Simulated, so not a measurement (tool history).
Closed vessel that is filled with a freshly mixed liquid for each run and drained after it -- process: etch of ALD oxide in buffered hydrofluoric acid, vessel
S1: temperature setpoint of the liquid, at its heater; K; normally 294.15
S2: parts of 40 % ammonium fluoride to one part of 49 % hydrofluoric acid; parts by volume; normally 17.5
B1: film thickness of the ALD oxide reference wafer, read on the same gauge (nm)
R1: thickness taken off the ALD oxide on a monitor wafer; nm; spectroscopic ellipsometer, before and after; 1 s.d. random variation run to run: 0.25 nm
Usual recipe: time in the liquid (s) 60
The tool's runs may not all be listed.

Run 1, hour 0: usual settings but time in the liquid (s) 40; B1 70.01. Result: R1 32.52 nm.
Run 2, hour 11.7: usual settings but S1 292.65 K; B1 70.01. Result: R1 44.82 nm.
Run 3, hour 27.6: usual settings but S1 292.65 K; B1 70. Result: R1 44.95 nm.
Run 4, hour 40.3: usual settings but S2 13.5 parts by volume; B1 70.03. Result: R1 63.51 nm.
Run 5, hour 54.6: usual settings but S2 13.5 parts by volume; B1 69.99. Result: R1 62.66 nm.
Run 6, hour 72.5: usual settings; B1 70.02. Result: R1 48.66 nm.
Run 7, hour 85.8: usual settings; B1 70. Result: R1 48.42 nm.
Run 8, hour 103.1: usual settings; B1 70. Result: R1 48.59 nm.
At hour 112: gauge calibrated.
Run 9, hour 116.8: usual settings but S1 296.15 K; B1 70. Result: R1 54.36 nm.
At hour 159.5: thermometer replaced.
Run 10, hour 162.2: usual settings but S1 296.15 K; B1 69.98. Result: R1 49.16 nm.
Run 11, hour 171.9: usual settings but S1 296.15 K; B1 70. Result: R1 49.84 nm.
Run 12, hour 187.7: usual settings; B1 70.01. Result: R1 44.62 nm.
Run 13, hour 210: usual settings but S2 22.5 parts by volume; B1 69.99. Result: R1 35.7 nm.
At hour 226.7: hydrofluoric acid flow meter replaced.
Run 14, hour 227.2: usual settings; B1 69.98. Result: R1 44.44 nm.
Run 15, hour 235: usual settings but S2 19.5 parts by volume, time in the liquid (s) 30; B1 70.01. Result: R1 19.81 nm.
At hour 236.1: thermometer replaced, repeated, since the last time left the tool worse.
Run 16, hour 249.7: usual settings but S2 14.5 parts by volume; B1 69.99. Result: R1 63.06 nm.
Run 17, hour 264: usual settings but S1 290.15 K, time in the liquid (s) 85; B1 70.04. Result: R1 58.54 nm.
Run 18, hour 271.1: usual settings but S2 13 parts by volume, time in the liquid (s) 70; B1 70.01. Result: R1 81.61 nm.
Run 19, hour 281.1: usual settings; B1 69.99. Result: R1 52.32 nm.
Run 20, hour 289.4: usual settings but S1 290.15 K, time in the liquid (s) 85; B1 70.01. Result: R1 59.27 nm.
Run 21, hour 300.8: usual settings but S1 292.15 K, S2 23.5 parts by volume, time in the liquid (s) 45; B1 70.02. Result: R1 27.54 nm.
Run 22, hour 309.5: usual settings but S1 291.65 K; B1 69.98. Result: R1 45.34 nm.
Run 23, hour 316.8: usual settings but S1 290.65 K, time in the liquid (s) 50; B1 69.98. Result: R1 35.77 nm.
Run 24, hour 326.1: usual settings but S2 12.5 parts by volume; B1 70.01. Result: R1 72.8 nm.

Alternative continuations, all from the tool just after run 24; predict every row:
Run A, hour 326.8: usual settings but time in the liquid (s) 80; B1 ?. Result: R1 ?.
Run B, hour 326.8: usual settings but S2 15.5 parts by volume; B1 ?. Result: R1 ?.
Run C, hour 326.8: usual settings but S1 292.15 K, S2 15.5 parts by volume, time in the liquid (s) 85; B1 ?. Result: R1 ?.

run  B1     R1
  A  70  69.89
  B  70  59.08
  C  70   74.8
With no hidden state in the tool, these same runs would have given:
run     R1
  A  70.99
  B  60.01
  C  75.99
